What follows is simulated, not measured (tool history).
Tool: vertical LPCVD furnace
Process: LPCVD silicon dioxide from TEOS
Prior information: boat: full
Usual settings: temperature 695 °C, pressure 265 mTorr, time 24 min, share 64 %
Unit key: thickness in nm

run    hour  temperature  pressure  time  share  read-back reference wafer on the same gauge, thickness  thickness
  1       0          695       265    24     64                                                  132.03     152.18
  2    49.1          695       265    24     64                                                  132.15     150.98
  3    95.2          695       265    24     64                                                     132     152.88
  4   192.5          695       265    24     64                                                  132.12     151.95
  5   299.8          695       265  20.5     60                                                  132.06     125.37
  6   392.4          695       265    24     64                                                  131.86      149.7
  7   454.9          695       265    24     64                                                   132.1     150.75
  8     493          695       265    24     64                                                  132.05     151.48
  9   559.5          695       265    24     64                                                  131.93     151.15
 10     610          695       265  30.5     64                                                  132.07     192.27
 11   692.7          695       265  30.5     64                                                  132.02     191.82
 12   742.2          695       265    24     64                                                  131.88      151.8
 13   840.2          695       265    24     64                                                  132.03     150.77
 14   959.6          695       265    24     64                                                  131.94      150.7
 15  1009.1          702       265    24     64                                                  131.93     178.88
 16  1107.7          695       265    33     75                                                  132.03      223.4

Run 17 has not been measured yet. What should we expect?
 17  1166.5          695       300    24     68                                                       ?          ?

read-back reference wafer on the same gauge, thickness: 131.87
thickness: 163.8 nm
Take away the tool's hidden state, keep the run-to-run variation as it was, and the same run would have given thickness 163.8 nm.

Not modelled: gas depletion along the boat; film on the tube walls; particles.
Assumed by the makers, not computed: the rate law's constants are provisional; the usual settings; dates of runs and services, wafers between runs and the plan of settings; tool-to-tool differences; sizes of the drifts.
